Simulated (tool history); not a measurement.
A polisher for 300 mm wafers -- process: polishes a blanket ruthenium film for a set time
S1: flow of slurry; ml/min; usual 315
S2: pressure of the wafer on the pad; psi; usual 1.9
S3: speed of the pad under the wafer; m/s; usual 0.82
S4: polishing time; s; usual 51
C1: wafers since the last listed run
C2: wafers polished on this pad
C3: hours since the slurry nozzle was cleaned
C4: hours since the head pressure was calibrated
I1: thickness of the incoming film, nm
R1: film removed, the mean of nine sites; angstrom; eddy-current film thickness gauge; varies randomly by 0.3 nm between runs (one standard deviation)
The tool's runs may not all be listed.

run,hour,S1,S2,S3,S4,C1,C2,C3,C4,I1,R1
1,0,315,1.9,0.68,51,0,314,368.9,940.4,293.6,391
2,6,315,1.9,0.82,51,72,386,374.9,946.4,290.2,448
3,23.3,315,1.9,0.82,51,208,595,392.2,963.7,287.4,450
4,39.8,315,1.9,0.82,51,199,794,408.7,980.2,293.8,444
5,57.5,315,1.9,0.82,60,213,1007,426.4,997.9,291.1,519
# hour 66.8: worn pad replaced by a new one
6,70.9,315,1.9,0.82,60,113,49,439.8,1011.3,289,527
7,86.6,315,1.9,0.82,51,189,238,455.5,1027,290.8,449
8,103.9,315,1.9,0.82,51,208,447,472.8,1044.3,291.1,447
9,116.9,315,1.6,0.82,51,156,603,485.8,1057.3,286,391
10,123.1,315,1.9,0.82,42,74,678,492,1063.5,290.6,371
11,140.4,315,1.9,0.82,42,208,887,509.3,1080.8,289.9,368
# hour 147.5: worn pad replaced by a new one
12,151,315,1.9,0.82,42,79,42,519.9,1091.4,290,368
# hour 157.5: head pressure recalibrated
13,167.8,315,1.9,0.82,51,178,221,536.7,10.3,289.1,526
14,174.9,235,1.7,0.6,64,85,306,543.8,17.4,289.1,467
# hour 218.3: head pressure recalibrated, repeated, since the last time left the tool worse
15,218.8,315,1.9,0.82,51,505,812,587.7,0.5,292.4,474
16,226,315,1.9,0.82,51,86,899,594.9,7.7,285.8,476
# hour 232.8: worn pad replaced by a new one
# hour 233.8: slurry nozzle cleaned
17,243.1,315,1.6,0.56,46,146,112,9.3,24.8,287.5,280
18,251.8,315,1.3,0.82,67,104,217,18,33.5,289.1,470
19,263,235,1.3,1.04,51,135,352,29.2,44.7,293.2,424
20,269.1,360,1.9,0.82,51,73,426,35.3,50.8,292.1,483
21,282.5,315,1.9,0.82,42,161,587,48.7,64.2,288.2,392
22,292.3,360,1.9,0.82,51,118,706,58.5,74,291,479
# hour 304.1: worn pad replaced by a new one
23,306.3,355,2.4,0.82,37,120,26,72.5,88,296.1,417
24,318.5,415,2.5,0.82,33,147,173,84.7,100.2,290.2,388
25,328.9,315,2.2,0.96,51,125,298,95.1,110.6,291.1,596

Predict each of these 4 candidate next runs independently; none follows another, all start after run 25:
A,329.3,315,1.9,0.82,51,4,303,95.5,111,288.1,?
B,329.3,410,1.9,0.82,42,4,303,95.5,111,288.1,?
C,329.3,275,2.1,0.6,57,4,303,95.5,111,288.1,?
D,329.3,315,1.9,0.82,43,4,303,95.5,111,288.1,?

run,R1
A,471
B,396
C,441
D,397
With the hidden condition removed and each run's random variation left untouched, the same runs would have given:
run,R1
A,472
B,397
C,443
D,398
